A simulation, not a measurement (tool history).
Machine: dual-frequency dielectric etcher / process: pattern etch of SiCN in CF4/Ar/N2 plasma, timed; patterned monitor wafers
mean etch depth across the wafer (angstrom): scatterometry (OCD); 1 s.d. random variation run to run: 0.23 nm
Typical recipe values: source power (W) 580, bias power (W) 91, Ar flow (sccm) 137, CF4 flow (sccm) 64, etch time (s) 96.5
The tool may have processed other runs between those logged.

run,hour,source power (W),bias power (W),Ar flow (sccm),CF4 flow (sccm),etch time (s),wafers since the last listed run,hours since the last wet clean,hours since the last source power generator calibration,hours since the last bias power generator calibration,hours since the last Ar flow controller change,hours since the last CF4 flow controller change,hours since the last upper electrode change,hours since the gauge calibration,"read-back reference wafer on the same gauge, depth_nm",mean etch depth across the wafer (angstrom)
1,0,580,91,137,64,82.5,0,186.9,2727.4,3259.4,130.1,3801.8,3741.5,74.7,89,856
# hour 63.5: bias power generator calibrated
2,106,580,91,137,64,82.5,792,292.9,2833.4,42.5,236.1,3907.8,3847.5,180.7,89,855
3,142.6,580,91,137,64,96.5,284,329.5,2870,79.1,272.7,3944.4,3884.1,217.3,89,1002
# hour 187.9: CF4 flow controller replaced
# hour 204.2: wet clean of the chamber
4,204.7,580,91,137,64,96.5,308,0.5,2932.1,141.2,334.8,16.8,3946.2,279.4,89,999
# hour 211.5: source power generator calibrated
5,270.6,580,91,137,64,96.5,481,66.4,59.1,207.1,400.7,82.7,4012.1,345.3,89,994
6,349.8,580,91,137,57,96.5,615,145.6,138.3,286.3,479.9,161.9,4091.3,424.5,89,983
7,430.6,580,103,137,64,96.5,628,226.4,219.1,367.1,560.7,242.7,4172.1,505.3,89,1062
# hour 494.8: source power generator calibrated, repeated, since the last time left the tool worse
# hour 513.6: upper electrode replaced
8,514.1,580,91,137,64,116.5,472,309.9,19.3,450.6,644.2,326.2,0.5,588.8,89,1232
# hour 588.5: wet clean of the chamber
9,589,500,70,137,77,104,395,0.5,94.2,525.5,719.1,401.1,75.4,663.7,89,894
10,639.8,580,91,137,64,96.5,394,51.3,145,576.3,769.9,451.9,126.2,714.5,89,1025
11,705.3,580,91,137,64,96.5,509,116.8,210.5,641.8,835.4,517.4,191.7,780,89,1021
12,776.1,580,91,105,64,96.5,550,187.6,281.3,712.6,906.2,588.2,262.5,850.8,89,1060
13,856,510,91,149,64,88.5,621,267.5,361.2,792.5,986.1,668.1,342.4,930.7,89,870
14,918.6,580,91,119,64,96.5,486,330.1,423.8,855.1,1048.7,730.7,405,993.3,89,1042
# hour 997.9: wet clean of the chamber
15,1014,580,91,118,64,96.5,554,16.1,519.2,950.5,1144.1,826.1,500.4,1088.7,89,1047
16,1055,580,71,150,64,96.5,318,57.1,560.2,991.5,1185.1,867.1,541.4,1129.7,89,868
17,1157.3,580,91,159,64,96.5,795,159.4,662.5,1093.8,1287.4,969.4,643.7,1232,89,1004
18,1256,480,91,152,64,96.5,767,258.1,761.2,1192.5,1386.1,1068.1,742.4,1330.7,89,923
19,1299.3,450,91,137,64,96.5,336,301.4,804.5,1235.8,1429.4,1111.4,785.7,1374,89,907
# hour 1395.8: wet clean of the chamber
20,1396.3,580,91,137,64,96.5,567,0.5,901.5,1332.8,1526.4,1208.4,882.7,1471,89,1024

A few steps of mean etch depth across the wafer (angstrom) between consecutive runs. Split each: what settings, incoming material and random variation would produce without the hidden state, and what is left over for the hidden state, along with gauge scatter present in only one of the two compared results (measured, and without hidden state):
The hidden state here: etch rate over this chamber's usual, %; source power that arrives over what is set, %; bias power that arrives over what is set, %; Ar flow that arrives over what is set, %; CF4 flow that arrives over what is set, %; gauge reads high (%).
Run 4 -> 5: source power generator calibrated. mean etch depth across the wafer (angstrom) -5: hidden state -10, all else +5.
Run 7 -> 8: bias power (W) 103 -> 91, etch time (s) 96.5 -> 116.5, source power generator calibrated, repeated, since the last time left the tool worse, upper electrode replaced. mean etch depth across the wafer (angstrom) +170: hidden state +37, all else +133.
Run 8 -> 9: source power (W) 580 -> 500, bias power (W) 91 -> 70, CF4 flow (sccm) 64 -> 77, etch time (s) 116.5 -> 104, wet clean of the chamber. mean etch depth across the wafer (angstrom) -338: hidden state +0, all else -338.
Run 12 -> 13: source power (W) 580 -> 510, Ar flow (sccm) 105 -> 149, etch time (s) 96.5 -> 88.5. mean etch depth across the wafer (angstrom) -190: hidden state +0, all else -190.
